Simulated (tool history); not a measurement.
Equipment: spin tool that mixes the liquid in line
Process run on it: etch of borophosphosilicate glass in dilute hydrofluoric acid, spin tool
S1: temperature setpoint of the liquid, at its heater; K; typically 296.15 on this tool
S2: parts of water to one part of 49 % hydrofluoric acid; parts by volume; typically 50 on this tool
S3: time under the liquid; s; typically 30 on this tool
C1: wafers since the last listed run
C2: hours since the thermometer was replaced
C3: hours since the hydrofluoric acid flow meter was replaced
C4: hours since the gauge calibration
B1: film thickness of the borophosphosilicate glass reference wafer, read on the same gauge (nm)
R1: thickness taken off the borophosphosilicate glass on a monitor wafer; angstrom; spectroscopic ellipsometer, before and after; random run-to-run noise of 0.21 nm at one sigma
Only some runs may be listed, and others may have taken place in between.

Run 1, hour 0.0: usual settings but S3 20 s; C1 0; C2 2435.1; C3 1684.6; C4 200.3; B1 29.99. Result: R1 206.8 angstrom.
Run 2, hour 16.0: usual settings but S3 20 s; C1 158; C2 2451.1; C3 1700.6; C4 216.3; B1 29.95. Result: R1 205.0 angstrom.
Run 3, hour 30.6: usual settings; C1 144; C2 2465.7; C3 1715.2; C4 230.9; B1 30.02. Result: R1 311.4 angstrom.
Run 4, hour 46.4: usual settings; C1 156; C2 2481.5; C3 1731.0; C4 246.7; B1 30.00. Result: R1 309.6 angstrom.
At hour 60.4: gauge calibrated.
Run 5, hour 62.8: usual settings; C1 162; C2 2497.9; C3 1747.4; C4 2.4; B1 30.02. Result: R1 308.0 angstrom.
At hour 71.1: thermometer replaced.
Run 6, hour 76.9: usual settings; C1 129; C2 5.8; C3 1761.5; C4 16.5; B1 30.03. Result: R1 309.8 angstrom.
Run 7, hour 93.0: usual settings but S1 298.15 K, S2 55 parts by volume; C1 159; C2 21.9; C3 1777.6; C4 32.6; B1 30.01. Result: R1 305.9 angstrom.
Run 8, hour 106.2: usual settings but S1 298.15 K, S2 55 parts by volume; C1 130; C2 35.1; C3 1790.8; C4 45.8; B1 29.98. Result: R1 303.1 angstrom.
Run 9, hour 120.0: usual settings but S1 298.15 K, S2 55 parts by volume; C1 136; C2 48.9; C3 1804.6; C4 59.6; B1 30.00. Result: R1 305.2 angstrom.
Run 10, hour 129.3: usual settings; C1 92; C2 58.2; C3 1813.9; C4 68.9; B1 29.99. Result: R1 311.3 angstrom.
Run 11, hour 139.4: usual settings; C1 100; C2 68.3; C3 1824.0; C4 79.0; B1 30.02. Result: R1 311.2 angstrom.
Run 12, hour 153.8: usual settings but S1 299.15 K, S3 20 s; C1 142; C2 82.7; C3 1838.4; C4 93.4; B1 30.01. Result: R1 234.4 angstrom.
Run 13, hour 168.2: usual settings but S2 35 parts by volume, S3 50 s; C1 142; C2 97.1; C3 1852.8; C4 107.8; B1 30.00. Result: R1 756.9 angstrom.
Run 14, hour 181.0: usual settings but S2 45 parts by volume, S3 45 s; C1 126; C2 109.9; C3 1865.6; C4 120.6; B1 29.96. Result: R1 524.3 angstrom.
Run 15, hour 194.6: usual settings but S1 297.65 K, S3 15 s; C1 134; C2 123.5; C3 1879.2; C4 134.2; B1 30.00. Result: R1 164.2 angstrom.
Run 16, hour 210.1: usual settings; C1 153; C2 139.0; C3 1894.7; C4 149.7; B1 30.00. Result: R1 310.0 angstrom.
Run 17, hour 223.9: usual settings; C1 136; C2 152.8; C3 1908.5; C4 163.5; B1 30.00. Result: R1 311.4 angstrom.
Run 18, hour 233.1: usual settings but S1 291.65 K, S2 40 parts by volume; C1 91; C2 162.0; C3 1917.7; C4 172.7; B1 29.99. Result: R1 321.3 angstrom.
Run 19, hour 242.0: usual settings but S1 294.15 K, S2 25 parts by volume, S3 20 s; C1 88; C2 170.9; C3 1926.6; C4 181.6; B1 30.05. Result: R1 391.7 angstrom.

Estimate the outcome of run 20 from the log above:
Run 20, hour 248.7: usual settings but S3 15 s; C1 66; C2 177.6; C3 1933.3; C4 188.3; B1 ?. Result: R1 ?.

B1: 29.99
R1: 155.7 angstrom
With the hidden condition absent and the run-to-run variation left alone, this run would have shown R1 155.7 angstrom.
